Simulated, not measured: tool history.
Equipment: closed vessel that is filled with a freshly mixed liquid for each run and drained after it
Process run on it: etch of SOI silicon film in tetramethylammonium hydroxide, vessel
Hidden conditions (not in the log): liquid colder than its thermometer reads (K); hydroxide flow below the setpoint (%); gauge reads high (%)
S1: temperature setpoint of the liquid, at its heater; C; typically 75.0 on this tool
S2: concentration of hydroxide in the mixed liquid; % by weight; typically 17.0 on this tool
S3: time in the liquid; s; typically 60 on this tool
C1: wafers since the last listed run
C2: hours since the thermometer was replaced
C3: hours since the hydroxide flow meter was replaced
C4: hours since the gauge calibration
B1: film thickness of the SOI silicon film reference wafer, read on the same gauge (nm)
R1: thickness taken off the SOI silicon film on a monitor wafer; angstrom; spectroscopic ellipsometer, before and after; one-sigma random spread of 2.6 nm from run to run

run,hour,S1,S2,S3,C1,C2,C3,C4,B1,R1
1,0.0,69.0,17.0,45,0,2049.8,797.1,121.1,40.00,2094.4
2,17.0,69.0,17.0,45,1346,2066.8,814.1,138.1,40.00,2064.0
3,29.5,69.0,17.0,45,990,2079.3,826.6,150.6,40.02,2041.0
4,47.3,75.0,17.0,75,1409,2097.1,844.4,168.4,40.00,4949.7
5,64.0,75.0,17.0,75,1322,2113.8,861.1,185.1,40.03,4916.5
6,111.0,75.0,17.0,75,3722,2160.8,908.1,232.1,40.00,4854.5
7,125.4,75.0,17.0,35,1140,2175.2,922.5,246.5,39.97,2260.6
8,132.4,75.0,17.0,35,554,2182.2,929.5,253.5,40.00,2285.2
# hour 134.8: gauge calibrated
9,144.7,75.0,17.0,60,974,2194.5,941.8,9.9,39.99,3884.1
10,155.3,75.0,17.0,60,839,2205.1,952.4,20.5,40.01,3886.8
11,172.3,75.0,17.0,60,1346,2222.1,969.4,37.5,40.02,3892.1
# hour 178.4: thermometer replaced
12,184.7,75.0,17.0,60,903,6.3,981.8,49.9,39.99,4546.3
13,197.4,75.0,17.0,60,1005,19.0,994.5,62.6,39.98,4529.0
14,214.8,75.0,21.5,60,1378,36.4,1011.9,80.0,40.00,4050.3
15,223.3,75.0,17.0,60,673,44.9,1020.4,88.5,40.00,4525.4
16,235.3,79.5,12.5,35,950,56.9,1032.4,100.5,39.99,3836.4
17,249.3,75.0,17.0,70,1108,70.9,1046.4,114.5,39.98,5254.3
# hour 258.7: hydroxide flow meter replaced
18,267.3,75.0,20.5,60,1346,88.9,8.6,132.5,40.00,4113.7
19,285.0,75.0,17.0,60,1402,106.6,26.3,150.2,40.02,4441.2
20,301.1,75.0,12.5,75,1275,122.7,42.4,166.3,39.98,6387.7
21,316.2,75.0,17.0,60,1196,137.8,57.5,181.4,39.98,4478.0
22,326.2,69.0,17.0,45,792,147.8,67.5,191.4,39.99,2393.0
23,337.5,80.5,17.0,95,895,159.1,78.8,202.7,40.02,9626.5
# hour 338.4: gauge calibrated
24,352.3,75.0,15.0,75,1172,173.9,93.6,13.9,40.02,5829.2
25,364.6,69.0,17.0,60,974,186.2,105.9,26.2,40.01,3147.6
26,377.9,82.5,19.0,45,1053,199.5,119.2,39.5,40.00,4865.3
27,392.3,80.0,17.0,60,1140,213.9,133.6,53.9,40.00,5966.3

Describe how what the log doesn't record of the tool's condition differs between the last listed run preceding each entry between runs and the first listed run following it.
Between runs 8 and 9: gauge calibrated (hour 134.8)
  liquid colder than its thermometer reads (K): 2.85 -> 2.86
  what was measured, less what the result would be without the hidden state, R1: -406.9 -> -694.3 angstrom
Between runs 11 and 12: thermometer replaced (hour 178.4)
  liquid colder than its thermometer reads (K): 2.9 -> 0.312
  what was measured, less what the result would be without the hidden state, R1: -706.4 -> -81.2 angstrom
Between runs 17 and 18: hydroxide flow meter replaced (hour 258.7)
  liquid colder than its thermometer reads (K): 0.393 -> 0.415
  what was measured, less what the result would be without the hidden state, R1: -118.4 -> -99.9 angstrom
Between runs 23 and 24: gauge calibrated (hour 338.4)
  liquid colder than its thermometer reads (K): 0.503 -> 0.521
  what was measured, less what the result would be without the hidden state, R1: -270.1 -> -175.8 angstrom
